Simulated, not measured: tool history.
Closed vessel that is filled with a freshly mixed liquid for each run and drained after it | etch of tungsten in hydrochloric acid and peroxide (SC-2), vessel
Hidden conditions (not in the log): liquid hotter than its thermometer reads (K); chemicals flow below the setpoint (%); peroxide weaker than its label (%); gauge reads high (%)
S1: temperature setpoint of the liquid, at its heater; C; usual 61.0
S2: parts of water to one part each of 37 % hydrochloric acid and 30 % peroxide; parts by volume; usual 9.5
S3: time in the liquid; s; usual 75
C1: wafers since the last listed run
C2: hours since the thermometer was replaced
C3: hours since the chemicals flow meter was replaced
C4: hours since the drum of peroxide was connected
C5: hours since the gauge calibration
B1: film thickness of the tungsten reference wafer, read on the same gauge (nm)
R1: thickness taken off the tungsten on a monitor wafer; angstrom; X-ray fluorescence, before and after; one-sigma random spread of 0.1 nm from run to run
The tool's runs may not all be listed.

Run 1, day 0.000: usual settings; C1 0; C2 941.1; C3 1297.3; C4 866.2; C5 639.6; B1 79.98. Result: R1 236.7 angstrom.
Run 2, day 2.283: usual settings but S3 45 s; C1 7358; C2 995.9; C3 1352.1; C4 921.0; C5 694.4; B1 80.00. Result: R1 143.2 angstrom.
Run 3, day 3.438: usual settings but S3 45 s; C1 3719; C2 1023.6; C3 1379.8; C4 948.7; C5 722.1; B1 80.01. Result: R1 142.0 angstrom.
Run 4, day 5.183: usual settings but S3 95 s; C1 5626; C2 1065.5; C3 1421.7; C4 990.6; C5 764.0; B1 80.03. Result: R1 300.9 angstrom.
Run 5, day 6.096: usual settings but S3 95 s; C1 2940; C2 1087.4; C3 1443.6; C4 1012.5; C5 785.9; B1 80.01. Result: R1 299.0 angstrom.
Run 6, day 7.579: usual settings; C1 4780; C2 1123.0; C3 1479.2; C4 1048.1; C5 821.5; B1 80.03. Result: R1 236.4 angstrom.
Run 7, day 8.275: usual settings; C1 2242; C2 1139.7; C3 1495.9; C4 1064.8; C5 838.2; B1 80.00. Result: R1 234.8 angstrom.
Run 8, day 9.396: usual settings; C1 3612; C2 1166.6; C3 1522.8; C4 1091.7; C5 865.1; B1 80.01. Result: R1 234.6 angstrom.
Run 9, day 9.983: usual settings; C1 1893; C2 1180.7; C3 1536.9; C4 1105.8; C5 879.2; B1 80.00. Result: R1 233.9 angstrom.
At day 10.058: gauge calibrated.
At day 10.925: chemicals flow meter replaced.
Run 10, day 11.021: usual settings; C1 3209; C2 1205.6; C3 2.3; C4 1130.7; C5 23.1; B1 80.00. Result: R1 256.8 angstrom.
Run 11, day 12.388: usual settings; C1 4404; C2 1238.4; C3 35.1; C4 1163.5; C5 55.9; B1 80.00. Result: R1 258.5 angstrom.
Run 12, day 13.825: usual settings but S1 66.5 C; C1 4632; C2 1272.9; C3 69.6; C4 1198.0; C5 90.4; B1 80.02. Result: R1 358.3 angstrom.
Run 13, day 14.408: usual settings but S1 66.5 C; C1 1879; C2 1286.9; C3 83.6; C4 1212.0; C5 104.4; B1 80.02. Result: R1 362.4 angstrom.
Run 14, day 15.904: usual settings; C1 4820; C2 1322.8; C3 119.5; C4 1247.9; C5 140.3; B1 80.00. Result: R1 256.8 angstrom.
Run 15, day 16.500: usual settings but S1 54.0 C, S3 35 s; C1 1920; C2 1337.1; C3 133.8; C4 1262.2; C5 154.6; B1 80.00. Result: R1 76.1 angstrom.
At day 16.767: thermometer replaced.
At day 17.217: new drum of peroxide connected.
Run 16, day 17.700: usual settings; C1 3598; C2 22.4; C3 162.6; C4 11.6; C5 183.4; B1 80.00. Result: R1 255.2 angstrom.
Run 17, day 18.858: usual settings but S1 53.5 C, S2 7.0 parts by volume, S3 100 s; C1 3733; C2 50.2; C3 190.4; C4 39.4; C5 211.2; B1 80.00. Result: R1 270.0 angstrom.
Run 18, day 19.783: usual settings but S2 11.5 parts by volume; C1 2981; C2 72.4; C3 212.6; C4 61.6; C5 233.4; B1 80.04. Result: R1 217.1 angstrom.
Run 19, day 20.396: usual settings; C1 1973; C2 87.1; C3 227.3; C4 76.3; C5 248.1; B1 79.98. Result: R1 254.7 angstrom.
Run 20, day 21.142: usual settings but S1 64.5 C, S2 7.5 parts by volume, S3 95 s; C1 2403; C2 105.0; C3 245.2; C4 94.2; C5 266.0; B1 80.00. Result: R1 485.9 angstrom.
Run 21, day 22.625: usual settings but S1 54.0 C, S2 14.5 parts by volume; C1 4780; C2 140.6; C3 280.8; C4 129.8; C5 301.6; B1 80.01. Result: R1 112.5 angstrom.
Run 22, day 24.088: usual settings; C1 4713; C2 175.7; C3 315.9; C4 164.9; C5 336.7; B1 79.99. Result: R1 252.0 angstrom.
Run 23, day 25.275: usual settings but S1 70.5 C, S2 14.0 parts by volume; C1 3827; C2 204.2; C3 344.4; C4 193.4; C5 365.2; B1 80.01. Result: R1 321.6 angstrom.
Run 24, day 26.179: usual settings but S1 69.5 C, S2 6.5 parts by volume, S3 45 s; C1 2913; C2 225.9; C3 366.1; C4 215.1; C5 386.9; B1 80.00. Result: R1 344.0 angstrom.
Run 25, day 27.562: usual settings but S1 52.5 C, S2 12.0 parts by volume, S3 95 s; C1 4458; C2 259.1; C3 399.3; C4 248.3; C5 420.1; B1 80.01. Result: R1 151.8 angstrom.
Run 26, day 28.900: usual settings but S1 52.5 C, S2 4.5 parts by volume, S3 50 s; C1 4310; C2 291.2; C3 431.4; C4 280.4; C5 452.2; B1 80.01. Result: R1 173.9 angstrom.
Run 27, day 29.817: usual settings but S3 50 s; C1 2954; C2 313.2; C3 453.4; C4 302.4; C5 474.2; B1 79.98. Result: R1 167.2 angstrom.
Run 28, day 30.708: usual settings but S2 5.5 parts by volume, S3 95 s; C1 2873; C2 334.6; C3 474.8; C4 323.8; C5 495.6; B1 79.98. Result: R1 492.1 angstrom.

Forecast each of these 3 alternatives for the next run:
Run A, day 30.738: usual settings but S1 70.0 C; C1 93; C2 335.3; C3 475.5; C4 324.5; C5 496.3; B1 ?. Result: R1 ?.
Run B, day 30.738: usual settings but S3 90 s; C1 93; C2 335.3; C3 475.5; C4 324.5; C5 496.3; B1 ?. Result: R1 ?.
Run C, day 30.738: usual settings but S1 52.5 C, S2 14.0 parts by volume, S3 55 s; C1 93; C2 335.3; C3 475.5; C4 324.5; C5 496.3; B1 ?. Result: R1 ?.

run     B1     R1
  A  80.00  433.0
  B  80.00  300.8
  C  80.00   76.5
Without the tool's hidden state the same runs would have given:
run     R1
  A  449.0
  B  311.9
  C   79.5
